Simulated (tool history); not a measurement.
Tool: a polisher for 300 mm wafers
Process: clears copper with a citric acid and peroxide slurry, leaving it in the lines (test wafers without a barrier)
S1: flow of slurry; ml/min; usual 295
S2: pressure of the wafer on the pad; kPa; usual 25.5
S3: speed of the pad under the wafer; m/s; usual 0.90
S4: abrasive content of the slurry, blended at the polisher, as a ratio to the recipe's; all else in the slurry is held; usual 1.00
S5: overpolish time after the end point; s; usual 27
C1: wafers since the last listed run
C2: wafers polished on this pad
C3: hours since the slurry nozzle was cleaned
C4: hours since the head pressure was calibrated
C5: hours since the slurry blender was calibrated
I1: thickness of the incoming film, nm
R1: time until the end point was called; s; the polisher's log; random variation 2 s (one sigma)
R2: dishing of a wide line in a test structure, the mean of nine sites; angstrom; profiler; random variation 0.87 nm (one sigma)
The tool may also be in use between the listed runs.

run 1 hour=0.0 | S1=295 S2=25.5 S3=0.90 S4=1.00 S5=17 | C1=0 C2=3 C3=787.6 C4=272.2 C5=109.1 | I1=298.2 | R1=110.9 R2=304
run 2 hour=10.2 | S1=295 S2=25.5 S3=0.90 S4=1.00 S5=17 | C1=74 C2=77 C3=797.8 C4=282.4 C5=119.3 | I1=294.7 | R1=113.6 R2=301
run 3 hour=21.5 | S1=295 S2=25.5 S3=0.90 S4=1.00 S5=17 | C1=82 C2=160 C3=809.1 C4=293.7 C5=130.6 | I1=293.5 | R1=116.1 R2=303
run 4 hour=32.4 | S1=295 S2=25.5 S3=0.90 S4=1.00 S5=27 | C1=79 C2=239 C3=820.0 C4=304.6 C5=141.5 | I1=295.5 | R1=115.0 R2=442
run 5 hour=43.2 | S1=295 S2=25.5 S3=0.90 S4=1.00 S5=27 | C1=78 C2=318 C3=830.8 C4=315.4 C5=152.3 | I1=293.6 | R1=110.4 R2=437
run 6 hour=53.1 | S1=295 S2=25.5 S3=0.90 S4=1.00 S5=27 | C1=72 C2=390 C3=840.7 C4=325.3 C5=162.2 | I1=290.8 | R1=112.0 R2=440
run 7 hour=66.2 | S1=295 S2=25.5 S3=0.90 S4=1.00 S5=27 | C1=95 C2=485 C3=853.8 C4=338.4 C5=175.3 | I1=290.4 | R1=114.6 R2=412
-- hour=73.1 slurry blender recalibrated
run 8 hour=79.6 | S1=295 S2=25.5 S3=0.90 S4=1.00 S5=27 | C1=83 C2=568 C3=867.2 C4=351.8 C5=6.5 | I1=294.5 | R1=115.1 R2=438
run 9 hour=94.1 | S1=340 S2=25.5 S3=0.90 S4=1.00 S5=27 | C1=105 C2=674 C3=881.7 C4=366.3 C5=21.0 | I1=296.0 | R1=117.6 R2=432
run 10 hour=107.5 | S1=295 S2=25.5 S3=1.16 S4=1.00 S5=27 | C1=97 C2=772 C3=895.1 C4=379.7 C5=34.4 | I1=291.7 | R1=94.8 R2=511
run 11 hour=122.8 | S1=220 S2=25.5 S3=1.10 S4=1.20 S5=20 | C1=111 C2=883 C3=910.4 C4=395.0 C5=49.7 | I1=295.2 | R1=102.0 R2=380
-- hour=127.6 slurry nozzle cleaned
-- hour=130.6 worn pad replaced by a new one
run 12 hour=138.7 | S1=295 S2=25.5 S3=0.90 S4=1.00 S5=27 | C1=86 C2=59 C3=11.1 C4=410.9 C5=65.6 | I1=296.2 | R1=107.0 R2=451
run 13 hour=155.1 | S1=295 S2=25.5 S3=0.90 S4=0.80 S5=27 | C1=119 C2=178 C3=27.5 C4=427.3 C5=82.0 | I1=300.2 | R1=120.0 R2=416
run 14 hour=162.0 | S1=345 S2=25.5 S3=0.90 S4=0.85 S5=40 | C1=50 C2=228 C3=34.4 C4=434.2 C5=88.9 | I1=295.4 | R1=115.8 R2=577
run 15 hour=170.0 | S1=295 S2=25.5 S3=0.90 S4=1.00 S5=27 | C1=58 C2=287 C3=42.4 C4=442.2 C5=96.9 | I1=294.9 | R1=114.2 R2=462
run 16 hour=184.2 | S1=250 S2=25.5 S3=0.90 S4=1.00 S5=27 | C1=103 C2=390 C3=56.6 C4=456.4 C5=111.1 | I1=291.7 | R1=114.7 R2=433
run 17 hour=196.9 | S1=225 S2=20.7 S3=0.72 S4=1.00 S5=43 | C1=92 C2=483 C3=69.3 C4=469.1 C5=123.8 | I1=290.7 | R1=167.6 R2=480
-- hour=203.8 head pressure recalibrated
run 18 hour=214.0 | S1=295 S2=25.5 S3=0.68 S4=1.00 S5=27 | C1=110 C2=593 C3=86.4 C4=10.2 C5=140.9 | I1=296.6 | R1=151.0 R2=351
run 19 hour=224.4 | S1=295 S2=25.5 S3=0.90 S4=1.00 S5=27 | C1=75 C2=669 C3=96.8 C4=20.6 C5=151.3 | I1=301.4 | R1=119.4 R2=426
-- hour=226.7 slurry blender recalibrated
run 20 hour=242.1 | S1=295 S2=25.5 S3=0.90 S4=0.85 S5=27 | C1=114 C2=783 C3=114.5 C4=38.3 C5=15.4 | I1=298.8 | R1=125.8 R2=400

Run 21 comes next. What will it give?
run 21 hour=254.2 | S1=295 S2=25.5 S3=1.06 S4=1.00 S5=27 | C1=88 C2=871 C3=126.6 C4=50.4 C5=27.5 | I1=294.5 | R1=? R2=?

Run 21 gave R1 106.3 s, R2 465 angstrom.
Without the tool's hidden state the same run would have given R1 95.3 s, R2 508 angstrom.
